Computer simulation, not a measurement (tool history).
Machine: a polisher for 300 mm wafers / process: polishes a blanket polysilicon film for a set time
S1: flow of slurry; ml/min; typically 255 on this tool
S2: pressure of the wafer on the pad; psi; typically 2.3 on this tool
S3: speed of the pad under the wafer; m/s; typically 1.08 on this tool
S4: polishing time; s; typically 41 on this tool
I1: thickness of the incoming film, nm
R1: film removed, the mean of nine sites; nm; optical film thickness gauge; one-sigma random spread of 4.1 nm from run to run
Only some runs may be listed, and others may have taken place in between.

Run 1, hour 0: usual settings; I1 1426.3. Result: R1 285.8 nm.
Run 2, hour 54.6: usual settings; I1 1368.3. Result: R1 288.7 nm.
Run 3, hour 108.6: usual settings; I1 1426.9. Result: R1 288.1 nm.
Run 4, hour 189.2: usual settings but S2 2 psi, S4 34 s; I1 1399.1. Result: R1 211.3 nm.
Run 5, hour 228.2: usual settings but S2 2 psi, S4 34 s; I1 1402.6. Result: R1 216.4 nm.
At hour 279.1: worn pad replaced by a new one.
At hour 294.6: slurry nozzle cleaned.
Run 6, hour 311.6: usual settings but S2 2 psi, S4 34 s; I1 1405.8. Result: R1 213 nm.
Run 7, hour 389.9: usual settings but S2 2 psi, S3 0.9 m/s; I1 1386.8. Result: R1 232.7 nm.
Run 8, hour 460.2: usual settings but S2 2 psi, S3 0.9 m/s; I1 1404.6. Result: R1 232.2 nm.
Run 9, hour 533.3: usual settings but S2 2 psi, S3 0.9 m/s; I1 1401.4. Result: R1 228.5 nm.
Run 10, hour 723.1: usual settings but S1 290 ml/min; I1 1407.7. Result: R1 313.6 nm.
At hour 729.9: worn pad replaced by a new one, of another model than before.
At hour 789.7: slurry nozzle cleaned.
Run 11, hour 907.8: usual settings but S1 290 ml/min; I1 1384.4. Result: R1 296.6 nm.
Run 12, hour 953.7: usual settings but S1 290 ml/min; I1 1411.9. Result: R1 292.5 nm.
Run 13, hour 1011.8: usual settings but S1 230 ml/min; I1 1398. Result: R1 281.2 nm.
Run 14, hour 1072.1: usual settings but S1 230 ml/min; I1 1392.9. Result: R1 295.2 nm.
At hour 1137.1: worn pad replaced by a new one.
Run 15, hour 1153.1: usual settings; I1 1395.1. Result: R1 291 nm.
Run 16, hour 1229.4: usual settings but S4 35 s; I1 1379.8. Result: R1 249.5 nm.
At hour 1277.3: slurry nozzle cleaned.
Run 17, hour 1316.7: usual settings but S1 280 ml/min, S4 37 s; I1 1395.7. Result: R1 264.5 nm.
At hour 1340.1: head pressure recalibrated.
Run 18, hour 1419.7: usual settings but S1 165 ml/min, S3 1.38 m/s; I1 1400.9. Result: R1 342.8 nm.
Run 19, hour 1502.7: usual settings but S1 320 ml/min, S3 1.3 m/s, S4 48 s; I1 1411.1. Result: R1 386.8 nm.
At hour 1511.9: worn pad replaced by a new one.
Run 20, hour 1578.1: usual settings; I1 1415. Result: R1 281.4 nm.
Run 21, hour 1615.4: usual settings; I1 1404.9. Result: R1 294.8 nm.
Run 22, hour 1707.1: usual settings but S1 310 ml/min, S2 3.1 psi, S3 1.44 m/s, S4 45 s; I1 1393. Result: R1 499.1 nm.
At hour 1728.5: slurry nozzle cleaned.
Run 23, hour 1804.1: usual settings but S1 195 ml/min, S2 2 psi; I1 1404.7. Result: R1 261.3 nm.
Run 24, hour 1864.3: usual settings but S1 310 ml/min, S2 2.9 psi, S3 0.9 m/s, S4 50 s; I1 1414.7. Result: R1 344.7 nm.
At hour 1915.7: worn pad replaced by a new one.
Run 25, hour 1916.2: usual settings; I1 1405.2. Result: R1 286.8 nm.
Run 26, hour 1994.8: usual settings but S3 1.22 m/s, S4 27 s; I1 1390.2. Result: R1 217.1 nm.
Run 27, hour 2041.5: usual settings; I1 1394.8. Result: R1 283.8 nm.
Run 28, hour 2079.2: usual settings but S2 2.7 psi; I1 1413. Result: R1 329.5 nm.
Run 29, hour 2167: usual settings but S1 320 ml/min, S2 1.5 psi; I1 1404.6. Result: R1 235.5 nm.

How would selected steps in R1 from run to run divide? Give the signed amount a tool lacking its hidden state would still show from settings, what came in and random variation, and the signed amount left for the hidden state, including any gauge scatter that is not in both of the compared results.
The tool's hidden condition here consists of: removal rate lost through wear of the pad, %; slurry flow missing at the pad, %; deviation of the head's pressure from its setpoint, %.
Run 10 -> 11: worn pad replaced by a new one, of another model than before, slurry nozzle cleaned. R1 -17 nm: hidden state -11.8, all else -5.2.
Run 17 -> 18: S1 280 -> 165, S3 1.08 -> 1.38, S4 37 -> 41, head pressure recalibrated. R1 +78.3 nm: hidden state -13.5, all else +91.8.
Run 21 -> 22: S1 255 -> 310, S2 2.3 -> 3.1, S3 1.08 -> 1.44, S4 41 -> 45. R1 +204.3 nm: hidden state +10.2, all else +194.1.
Run 22 -> 23: S1 310 -> 195, S2 3.1 -> 2, S3 1.44 -> 1.08, S4 45 -> 41, slurry nozzle cleaned. R1 -237.8 nm: hidden state -8, all else -229.8.
